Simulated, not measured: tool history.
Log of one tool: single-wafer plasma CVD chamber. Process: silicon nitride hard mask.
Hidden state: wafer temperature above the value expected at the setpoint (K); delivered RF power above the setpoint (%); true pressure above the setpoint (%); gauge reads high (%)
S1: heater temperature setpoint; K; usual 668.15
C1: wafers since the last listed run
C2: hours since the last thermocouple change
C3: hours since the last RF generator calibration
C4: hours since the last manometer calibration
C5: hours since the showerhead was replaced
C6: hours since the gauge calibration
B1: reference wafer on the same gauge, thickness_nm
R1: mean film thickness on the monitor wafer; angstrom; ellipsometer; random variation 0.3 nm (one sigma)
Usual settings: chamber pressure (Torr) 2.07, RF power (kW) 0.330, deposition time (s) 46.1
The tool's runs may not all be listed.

{"run": 1, "hour": 0.0, "S1": 668.15, "chamber pressure (Torr)": 2.19, "RF power (kW)": 0.33, "deposition time (s)": 46.1, "C1": 0, "C2": 168.8, "C3": 58.3, "C4": 1142.5, "C5": 2238.3, "C6": 2136.3, "B1": 54.131, "R1": 597.32}
{"run": 2, "hour": 50.2, "S1": 668.15, "chamber pressure (Torr)": 2.07, "RF power (kW)": 0.33, "deposition time (s)": 42.7, "C1": 1076, "C2": 219.0, "C3": 108.5, "C4": 1192.7, "C5": 2288.5, "C6": 2186.5, "B1": 54.09, "R1": 548.71}
{"run": 3, "hour": 124.4, "S1": 668.15, "chamber pressure (Torr)": 2.07, "RF power (kW)": 0.33, "deposition time (s)": 42.7, "C1": 1591, "C2": 293.2, "C3": 182.7, "C4": 1266.9, "C5": 2362.7, "C6": 2260.7, "B1": 54.058, "R1": 546.58}
{"run": 4, "hour": 236.0, "S1": 668.15, "chamber pressure (Torr)": 2.07, "RF power (kW)": 0.33, "deposition time (s)": 42.7, "C1": 2393, "C2": 404.8, "C3": 294.3, "C4": 1378.5, "C5": 2474.3, "C6": 2372.3, "B1": 54.056, "R1": 546.11}
{"run": 5, "hour": 307.7, "S1": 668.15, "chamber pressure (Torr)": 2.07, "RF power (kW)": 0.33, "deposition time (s)": 52.2, "C1": 1537, "C2": 476.5, "C3": 366.0, "C4": 1450.2, "C5": 2546.0, "C6": 2444.0, "B1": 54.058, "R1": 668.06}
{"hour": 322.0, "done": "gauge calibrated"}
{"run": 6, "hour": 390.5, "S1": 668.15, "chamber pressure (Torr)": 2.07, "RF power (kW)": 0.33, "deposition time (s)": 52.2, "C1": 1775, "C2": 559.3, "C3": 448.8, "C4": 1533.0, "C5": 2628.8, "C6": 68.5, "B1": 54.091, "R1": 663.56}
{"hour": 456.6, "done": "showerhead replaced"}
{"run": 7, "hour": 457.1, "S1": 668.15, "chamber pressure (Torr)": 2.07, "RF power (kW)": 0.33, "deposition time (s)": 46.1, "C1": 1256, "C2": 625.9, "C3": 515.4, "C4": 1599.6, "C5": 0.5, "C6": 135.1, "B1": 54.095, "R1": 585.6}
{"run": 8, "hour": 489.7, "S1": 657.15, "chamber pressure (Torr)": 1.8, "RF power (kW)": 0.395, "deposition time (s)": 51.2, "C1": 699, "C2": 658.5, "C3": 548.0, "C4": 1632.2, "C5": 33.1, "C6": 167.7, "B1": 54.047, "R1": 685.32}
{"run": 9, "hour": 535.0, "S1": 659.15, "chamber pressure (Torr)": 2.44, "RF power (kW)": 0.36, "deposition time (s)": 54.5, "C1": 971, "C2": 703.8, "C3": 593.3, "C4": 1677.5, "C5": 78.4, "C6": 213.0, "B1": 54.14, "R1": 783.45}
{"run": 10, "hour": 572.0, "S1": 668.15, "chamber pressure (Torr)": 2.07, "RF power (kW)": 0.33, "deposition time (s)": 51.8, "C1": 793, "C2": 740.8, "C3": 630.3, "C4": 1714.5, "C5": 115.4, "C6": 250.0, "B1": 54.04, "R1": 662.35}
{"run": 11, "hour": 645.7, "S1": 668.15, "chamber pressure (Torr)": 2.07, "RF power (kW)": 0.33, "deposition time (s)": 46.1, "C1": 1580, "C2": 814.5, "C3": 704.0, "C4": 1788.2, "C5": 189.1, "C6": 323.7, "B1": 54.222, "R1": 587.49}
{"run": 12, "hour": 732.1, "S1": 668.15, "chamber pressure (Torr)": 2.07, "RF power (kW)": 0.33, "deposition time (s)": 46.1, "C1": 1852, "C2": 900.9, "C3": 790.4, "C4": 1874.6, "C5": 275.5, "C6": 410.1, "B1": 54.154, "R1": 591.21}
{"run": 13, "hour": 780.0, "S1": 668.15, "chamber pressure (Torr)": 2.07, "RF power (kW)": 0.33, "deposition time (s)": 46.1, "C1": 1027, "C2": 948.8, "C3": 838.3, "C4": 1922.5, "C5": 323.4, "C6": 458.0, "B1": 54.071, "R1": 591.71}
{"run": 14, "hour": 829.6, "S1": 668.15, "chamber pressure (Torr)": 1.63, "RF power (kW)": 0.33, "deposition time (s)": 46.1, "C1": 1063, "C2": 998.4, "C3": 887.9, "C4": 1972.1, "C5": 373.0, "C6": 507.6, "B1": 54.039, "R1": 521.27}
{"run": 15, "hour": 891.6, "S1": 668.15, "chamber pressure (Torr)": 2.07, "RF power (kW)": 0.33, "deposition time (s)": 46.1, "C1": 1329, "C2": 1060.4, "C3": 949.9, "C4": 2034.1, "C5": 435.0, "C6": 569.6, "B1": 54.145, "R1": 589.08}
{"hour": 973.6, "done": "capacitance manometer re-zeroed and calibrated"}
{"run": 16, "hour": 982.8, "S1": 661.15, "chamber pressure (Torr)": 2.07, "RF power (kW)": 0.33, "deposition time (s)": 46.1, "C1": 1784, "C2": 1151.6, "C3": 1041.1, "C4": 9.2, "C5": 526.2, "C6": 660.8, "B1": 54.105, "R1": 578.16}
{"run": 17, "hour": 1067.3, "S1": 677.15, "chamber pressure (Torr)": 2.07, "RF power (kW)": 0.33, "deposition time (s)": 38.7, "C1": 1811, "C2": 1236.1, "C3": 1125.6, "C4": 93.7, "C5": 610.7, "C6": 745.3, "B1": 54.189, "R1": 488.83}
{"hour": 1118.6, "done": "thermocouple changed; heater temperature recalibrated"}
{"run": 18, "hour": 1148.0, "S1": 672.15, "chamber pressure (Torr)": 2.07, "RF power (kW)": 0.37, "deposition time (s)": 46.1, "C1": 1558, "C2": 29.4, "C3": 1206.3, "C4": 174.4, "C5": 691.4, "C6": 826.0, "B1": 54.108, "R1": 625.17}
{"run": 19, "hour": 1214.0, "S1": 668.15, "chamber pressure (Torr)": 2.41, "RF power (kW)": 0.285, "deposition time (s)": 50.7, "C1": 1415, "C2": 95.4, "C3": 1272.3, "C4": 240.4, "C5": 757.4, "C6": 892.0, "B1": 54.13, "R1": 621.37}
{"run": 20, "hour": 1316.0, "S1": 668.15, "chamber pressure (Torr)": 1.85, "RF power (kW)": 0.385, "deposition time (s)": 52.8, "C1": 2187, "C2": 197.4, "C3": 1374.3, "C4": 342.4, "C5": 859.4, "C6": 994.0, "B1": 54.087, "R1": 689.89}
{"run": 21, "hour": 1400.4, "S1": 668.15, "chamber pressure (Torr)": 2.21, "RF power (kW)": 0.33, "deposition time (s)": 46.1, "C1": 1809, "C2": 281.8, "C3": 1458.7, "C4": 426.8, "C5": 943.8, "C6": 1078.4, "B1": 54.026, "R1": 602.4}
{"run": 22, "hour": 1503.8, "S1": 668.15, "chamber pressure (Torr)": 2.26, "RF power (kW)": 0.295, "deposition time (s)": 46.1, "C1": 2217, "C2": 385.2, "C3": 1562.1, "C4": 530.2, "C5": 1047.2, "C6": 1181.8, "B1": 54.082, "R1": 569.33}
{"run": 23, "hour": 1605.4, "S1": 672.15, "chamber pressure (Torr)": 2.44, "RF power (kW)": 0.33, "deposition time (s)": 46.1, "C1": 2178, "C2": 486.8, "C3": 1663.7, "C4": 631.8, "C5": 1148.8, "C6": 1283.4, "B1": 53.988, "R1": 618.3}
{"run": 24, "hour": 1693.2, "S1": 668.15, "chamber pressure (Torr)": 2.07, "RF power (kW)": 0.37, "deposition time (s)": 42.6, "C1": 1882, "C2": 574.6, "C3": 1751.5, "C4": 719.6, "C5": 1236.6, "C6": 1371.2, "B1": 54.014, "R1": 583.69}
{"run": 25, "hour": 1791.5, "S1": 668.15, "chamber pressure (Torr)": 2.07, "RF power (kW)": 0.33, "deposition time (s)": 43.3, "C1": 2107, "C2": 672.9, "C3": 1849.8, "C4": 817.9, "C5": 1334.9, "C6": 1469.5, "B1": 54.212, "R1": 552.03}
{"run": 26, "hour": 1831.7, "S1": 657.15, "chamber pressure (Torr)": 2.07, "RF power (kW)": 0.33, "deposition time (s)": 51.6, "C1": 862, "C2": 713.1, "C3": 1890.0, "C4": 858.1, "C5": 1375.1, "C6": 1509.7, "B1": 54.01, "R1": 661.18}
{"run": 27, "hour": 1937.5, "S1": 654.15, "chamber pressure (Torr)": 1.75, "RF power (kW)": 0.33, "deposition time (s)": 46.1, "C1": 2268, "C2": 818.9, "C3": 1995.8, "C4": 963.9, "C5": 1480.9, "C6": 1615.5, "B1": 54.077, "R1": 549.09}
{"run": 28, "hour": 1975.1, "S1": 668.15, "chamber pressure (Torr)": 2.07, "RF power (kW)": 0.33, "deposition time (s)": 46.1, "C1": 806, "C2": 856.5, "C3": 2033.4, "C4": 1001.5, "C5": 1518.5, "C6": 1653.1, "B1": 54.158, "R1": 585.99}

The same runs without the tool's hidden state, with the same run-to-run variation:
run=1 R1=583.06
run=2 R1=534.45
run=3 R1=532.05
run=4 R1=531.18
run=5 R1=649.52
run=6 R1=644.86
run=7 R1=568.91
run=8 R1=663.93
run=9 R1=764.45
run=10 R1=643.16
run=11 R1=570.32
run=12 R1=573.77
run=13 R1=574.17
run=14 R1=503.14
run=15 R1=571.45
run=16 R1=576.05
run=17 R1=485.00
run=18 R1=618.12
run=19 R1=614.06
run=20 R1=677.11
run=21 R1=591.46
run=22 R1=558.53
run=23 R1=605.53
run=24 R1=568.68
run=25 R1=536.99
run=26 R1=642.80
run=27 R1=531.36
run=28 R1=568.69

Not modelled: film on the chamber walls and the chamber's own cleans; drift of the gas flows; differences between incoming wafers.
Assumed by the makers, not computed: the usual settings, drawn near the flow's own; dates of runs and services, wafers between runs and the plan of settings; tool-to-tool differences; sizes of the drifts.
